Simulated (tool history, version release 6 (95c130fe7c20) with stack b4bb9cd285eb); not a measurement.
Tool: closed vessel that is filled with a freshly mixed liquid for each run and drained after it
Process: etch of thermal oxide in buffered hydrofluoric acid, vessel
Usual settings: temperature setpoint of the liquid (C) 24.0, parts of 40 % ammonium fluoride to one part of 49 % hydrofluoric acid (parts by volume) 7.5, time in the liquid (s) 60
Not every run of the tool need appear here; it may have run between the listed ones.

run,hour,temperature setpoint of the liquid (C),parts of 40 % ammonium fluoride to one part of 49 % hydrofluoric acid (parts by volume),time in the liquid (s),wafers since the last listed run,hours since the thermometer was replaced,hours since the hydrofluoric acid flow meter was replaced,hours since the gauge calibration,"read-back film thickness of the thermal oxide reference wafer, read on the same gauge (nm)",thickness taken off the thermal oxide on a monitor wafer (Å)
1,0.0,24.0,7.5,60,0,1565.5,1893.2,766.7,80.03,1080.9
2,31.9,24.0,7.5,60,2922,1597.4,1925.1,798.6,80.04,1094.9
3,66.7,24.0,7.5,60,3188,1632.2,1959.9,833.4,79.99,1087.5
# hour 96.5: hydrofluoric acid flow meter replaced
4,101.4,23.0,7.5,60,3087,1666.9,4.9,868.1,79.99,917.1
5,131.8,23.0,7.5,60,2784,1697.3,35.3,898.5,80.02,930.4
6,160.9,24.0,7.5,60,2665,1726.4,64.4,927.6,80.02,995.9
7,183.8,24.0,7.5,60,2097,1749.3,87.3,950.5,80.05,966.5
8,198.0,24.0,8.5,60,1300,1763.5,101.5,964.7,79.97,856.5
9,218.9,24.0,8.5,60,1914,1784.4,122.4,985.6,79.96,854.7
10,252.7,24.0,7.5,35,3096,1818.2,156.2,1019.4,79.98,572.4
11,280.2,20.5,7.5,60,2519,1845.7,183.7,1046.9,79.97,800.2
12,304.5,26.0,7.5,60,2226,1870.0,208.0,1071.2,80.01,1107.5
13,335.6,28.5,10.5,60,2849,1901.1,239.1,1102.3,79.95,927.5
14,361.3,24.0,7.5,60,2354,1926.8,264.8,1128.0,79.96,993.6
15,389.1,28.5,7.5,85,2546,1954.6,292.6,1155.8,79.95,1765.3
# hour 390.2: thermometer replaced
16,401.9,24.0,7.5,60,1080,11.7,305.4,1168.6,80.07,1003.6
17,434.8,22.0,6.5,30,3013,44.6,338.3,1201.5,80.01,502.3
18,476.9,24.0,7.5,60,3856,86.7,380.4,1243.6,80.02,995.7
19,498.2,24.0,10.0,60,1951,108.0,401.7,1264.9,79.99,757.7
20,515.5,24.0,7.5,60,1584,125.3,419.0,1282.2,80.01,1011.1
21,531.6,24.0,7.5,60,1474,141.4,435.1,1298.3,79.97,1014.2
22,557.0,24.0,7.5,60,2326,166.8,460.5,1323.7,80.02,991.7

Run 23 comes next. What will it give?
# hour 557.5: gauge calibrated
23,583.9,24.0,7.5,40,2464,193.7,487.4,26.4,?,?

read-back film thickness of the thermal oxide reference wafer, read on the same gauge (nm): 80.00
thickness taken off the thermal oxide on a monitor wafer (Å): 663.1
Take away the tool's hidden state, keep the run-to-run variation as it was, and the same run would have given thickness taken off the thermal oxide on a monitor wafer (Å) 641.8.
